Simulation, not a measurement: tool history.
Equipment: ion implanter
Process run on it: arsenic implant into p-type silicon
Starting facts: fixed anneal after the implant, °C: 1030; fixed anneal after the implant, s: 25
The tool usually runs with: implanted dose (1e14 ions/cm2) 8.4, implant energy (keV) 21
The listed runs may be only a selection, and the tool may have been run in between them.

run	day	implanted dose (1e14 ions/cm2)	implant energy (keV)	wafers since the last listed run	hours since the last dose calibration	hours since the extraction supply was calibrated	hours since the gauge calibration	read-back reference wafer on the same gauge, sheet resistance	sheet resistance of the implanted and annealed layer (ohm/square)
1	0	9.49	17	0	1323.6	5749.8	61.8	148.98	134.55
2	0.767	9.82	19	223	1342	5768.2	80.2	148.98	129.91
3	1.329	9.82	19	164	1355.5	5781.7	93.7	148.96	129.81
4	2.612	9.96	16	374	1386.3	5812.5	124.5	148.94	131.14
5	3.7	9.96	16	317	1412.4	5838.6	150.6	148.96	131.23
6	5.121	8.4	21	414	1446.5	5872.7	184.7	149.07	142.2
7	6.542	8.4	21	414	1480.6	5906.8	218.8	149	142.02
8	7.8	8.4	21	367	1510.8	5937	249	148.93	141.88
9	10.758	8.4	23	863	1581.8	6008	320	149.1	140.25
# day 12.308: Faraday cup replaced and dose calibrated
10	12.329	8.4	18.5	361	0.5	6045.7	357.7	149.05	146.08
11	13.529	8.4	21	350	29.3	6074.5	386.5	148.99	143.78
12	14.921	8.4	21	406	62.7	6107.9	419.9	148.97	143.42
# day 15.067: gauge calibrated
13	16.354	8.4	21	418	97.1	6142.3	30.9	149.07	143.55
14	17.138	8.4	21	228	115.9	6161.1	49.7	148.96	143.51
15	17.721	8.4	21	170	129.9	6175.1	63.7	148.96	143.4
# day 18.283: extraction supply calibrated
16	19	8.4	21	276	160.6	17.2	94.4	148.98	143.34
17	19.625	10.1	21	182	175.6	32.2	109.4	148.98	126.86
18	20.588	8.4	23.5	280	198.7	55.3	132.5	148.91	141.67
19	21.608	8.4	21	297	223.2	79.8	157	149.05	143.49
20	25.212	6.09	18.5	1051	309.7	166.3	243.5	149.03	184.91
21	26.212	8.4	19	291	333.7	190.3	267.5	149.06	145.59
22	27.262	9.73	24	306	358.9	215.5	292.7	149.06	127.28
23	27.871	5.94	18	177	373.5	230.1	307.3	149.01	188.51
24	29.158	6.43	25	375	404.4	261	338.2	149.07	170.51
25	30.042	9.06	21	257	425.6	282.2	359.4	149.01	136.02
26	30.954	8.4	21	266	447.5	304.1	381.3	149.02	143.37
27	31.5	8.4	21	159	460.6	317.2	394.4	149.04	143.57
28	32.05	7.65	19	160	473.8	330.4	407.6	149.03	155.53
29	33.296	6.93	15	363	503.7	360.3	437.5	148.94	170.82
30	34.125	8.4	21	242	523.6	380.2	457.4	148.98	143.44
31	34.879	10.29	18.5	220	541.7	398.3	475.5	149.1	127.04
# day 35.6: gauge calibrated
32	36.021	9.8	21	333	569.1	425.7	10.1	148.98	129.18
33	37.458	10.34	15	419	603.6	460.2	44.6	149.05	130.08
34	38.579	8.4	15	327	630.5	487.1	71.5	149.06	148.69
35	39.488	8.4	24.5	265	652.3	508.9	93.3	149.04	140.69

Each row is a separate what-if for the run after 35, all from the same tool condition, not one after another. Results?
A	39.504	8.4	21	4	652.7	509.3	93.7	?	?
B	39.504	7.43	16	4	652.7	509.3	93.7	?	?
C	39.504	10.58	16.5	4	652.7	509.3	93.7	?	?
D	39.504	6.74	14	4	652.7	509.3	93.7	?	?
E	39.504	10.22	17.5	4	652.7	509.3	93.7	?	?

run	read-back reference wafer on the same gauge, sheet resistance	sheet resistance of the implanted and annealed layer (ohm/square)
A	149	143.01
B	149	160.95
C	149	126.58
D	149	174.95
E	149	128.41
The same runs, with their run-to-run variation unchanged, on a tool lacking any hidden condition would have given:
run	sheet resistance of the implanted and annealed layer (ohm/square)
A	143.27
B	161.26
C	126.78
D	175.29
E	128.62
